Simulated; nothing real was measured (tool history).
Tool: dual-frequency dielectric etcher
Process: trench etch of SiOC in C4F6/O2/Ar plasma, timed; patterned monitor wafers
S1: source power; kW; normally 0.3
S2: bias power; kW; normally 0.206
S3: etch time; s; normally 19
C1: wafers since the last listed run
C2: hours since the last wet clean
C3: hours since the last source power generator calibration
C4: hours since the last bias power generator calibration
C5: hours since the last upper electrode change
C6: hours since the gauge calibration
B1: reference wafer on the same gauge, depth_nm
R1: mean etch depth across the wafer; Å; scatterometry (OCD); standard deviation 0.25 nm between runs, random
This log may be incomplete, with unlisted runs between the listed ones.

run 1 day=0 | S1=0.32 S2=0.206 S3=19 | C1=0 C2=22.8 C3=1703.3 C4=2097.5 C5=3289.2 C6=72.7 | B1=34.44 | R1=377.3
run 2 day=2.088 | S1=0.3 S2=0.247 S3=19 | C1=970 C2=72.9 C3=1753.4 C4=2147.6 C5=3339.3 C6=122.8 | B1=34.32 | R1=385.9
run 3 day=3.571 | S1=0.3 S2=0.247 S3=19 | C1=689 C2=108.5 C3=1789 C4=2183.2 C5=3374.9 C6=158.4 | B1=34.35 | R1=381.1
run 4 day=5 | S1=0.3 S2=0.247 S3=19 | C1=664 C2=142.8 C3=1823.3 C4=2217.5 C5=3409.2 C6=192.7 | B1=34.42 | R1=388.3
run 5 day=6.771 | S1=0.3 S2=0.206 S3=19 | C1=823 C2=185.3 C3=1865.8 C4=2260 C5=3451.7 C6=235.2 | B1=34.36 | R1=361.8
run 6 day=8.717 | S1=0.3 S2=0.166 S3=19 | C1=904 C2=232 C3=1912.5 C4=2306.7 C5=3498.4 C6=281.9 | B1=34.4 | R1=334.1
run 7 day=11.062 | S1=0.3 S2=0.182 S3=19 | C1=1090 C2=288.3 C3=1968.8 C4=2363 C5=3554.7 C6=338.2 | B1=34.46 | R1=340.1
run 8 day=12.442 | S1=0.3 S2=0.206 S3=19 | C1=640 C2=321.4 C3=2001.9 C4=2396.1 C5=3587.8 C6=371.3 | B1=34.42 | R1=357.8
run 9 day=14.325 | S1=0.3 S2=0.206 S3=19 | C1=875 C2=366.6 C3=2047.1 C4=2441.3 C5=3633 C6=416.5 | B1=34.38 | R1=358.4
run 10 day=16.533 | S1=0.3 S2=0.206 S3=19 | C1=1026 C2=419.6 C3=2100.1 C4=2494.3 C5=3686 C6=469.5 | B1=34.36 | R1=353.9
run 11 day=17.929 | S1=0.3 S2=0.206 S3=19 | C1=648 C2=453.1 C3=2133.6 C4=2527.8 C5=3719.5 C6=503 | B1=34.4 | R1=354
run 12 day=20.521 | S1=0.27 S2=0.206 S3=19 | C1=1204 C2=515.3 C3=2195.8 C4=2590 C5=3781.7 C6=565.2 | B1=34.47 | R1=338.8
-- day=26.942 wet clean of the chamber
run 13 day=28.6 | S1=0.27 S2=0.206 S3=19 | C1=3290 C2=39.8 C3=2389.7 C4=2783.9 C5=3975.6 C6=759.1 | B1=34.39 | R1=348.2
run 14 day=30.279 | S1=0.3 S2=0.206 S3=19 | C1=780 C2=80.1 C3=2430 C4=2824.2 C5=4015.9 C6=799.4 | B1=34.4 | R1=360
-- day=31.408 gauge calibrated
run 15 day=34.012 | S1=0.37 S2=0.206 S3=19 | C1=1735 C2=169.7 C3=2519.6 C4=2913.8 C5=4105.5 C6=62.5 | B1=34.37 | R1=383.5
run 16 day=35.533 | S1=0.28 S2=0.222 S3=19 | C1=706 C2=206.2 C3=2556.1 C4=2950.3 C5=4142 C6=99 | B1=34.41 | R1=359.9
-- day=35.796 source power generator calibrated
-- day=37.688 bias power generator calibrated
-- day=37.717 upper electrode replaced, of another model than before
run 17 day=38.046 | S1=0.36 S2=0.251 S3=15 | C1=1000 C2=266.5 C3=54 C4=8.6 C5=7.9 C6=159.3 | B1=34.43 | R1=341.3
run 18 day=41.708 | S1=0.3 S2=0.206 S3=14 | C1=1702 C2=354.4 C3=141.9 C4=96.5 C5=95.8 C6=247.2 | B1=34.36 | R1=260.7
run 19 day=43.104 | S1=0.3 S2=0.206 S3=16 | C1=648 C2=387.9 C3=175.4 C4=130 C5=129.3 C6=280.7 | B1=34.4 | R1=297.7
run 20 day=44.788 | S1=0.34 S2=0.158 S3=22 | C1=782 C2=428.3 C3=215.8 C4=170.4 C5=169.7 C6=321.1 | B1=34.41 | R1=368
run 21 day=46.875 | S1=0.35 S2=0.244 S3=15 | C1=970 C2=478.4 C3=265.9 C4=220.5 C5=219.8 C6=371.2 | B1=34.4 | R1=328.1
run 22 day=49.054 | S1=0.3 S2=0.206 S3=19 | C1=1012 C2=530.7 C3=318.2 C4=272.8 C5=272.1 C6=423.5 | B1=34.42 | R1=349.8
-- day=51.046 wet clean of the chamber
run 23 day=57.854 | S1=0.3 S2=0.206 S3=21 | C1=3625 C2=163.4 C3=529.4 C4=484 C5=483.3 C6=634.7 | B1=34.35 | R1=396.2
run 24 day=59.392 | S1=0.22 S2=0.206 S3=19 | C1=714 C2=200.3 C3=566.3 C4=520.9 C5=520.2 C6=671.6 | B1=34.49 | R1=300
run 25 day=61.821 | S1=0.35 S2=0.252 S3=15.5 | C1=1128 C2=258.6 C3=624.6 C4=579.2 C5=578.5 C6=729.9 | B1=34.43 | R1=349.4
run 26 day=64.796 | S1=0.3 S2=0.206 S3=19 | C1=1382 C2=330 C3=696 C4=650.6 C5=649.9 C6=801.3 | B1=34.42 | R1=356.5
run 27 day=67.071 | S1=0.33 S2=0.206 S3=14 | C1=1057 C2=384.6 C3=750.6 C4=705.2 C5=704.5 C6=855.9 | B1=34.36 | R1=271.9

Results per run with the tool's hidden condition removed, run-to-run variation unchanged:
Hidden state at play: etch rate over this chamber's usual, %; source power that arrives over what is set, %; bias power that arrives over what is set, %; gauge reads high (%).
run=1 R1=377
run=2 R1=387
run=3 R1=383
run=4 R1=391.3
run=5 R1=365.6
run=6 R1=338.8
run=7 R1=346.2
run=8 R1=365.1
run=9 R1=366.9
run=10 R1=363.6
run=11 R1=364.7
run=12 R1=350.6
run=13 R1=350
run=14 R1=362.9
run=15 R1=389
run=16 R1=366
run=17 R1=348.6
run=18 R1=268
run=19 R1=306.7
run=20 R1=380.3
run=21 R1=340.2
run=22 R1=364.1
run=23 R1=401.9
run=24 R1=305.2
run=25 R1=356.9
run=26 R1=366
run=27 R1=280.3
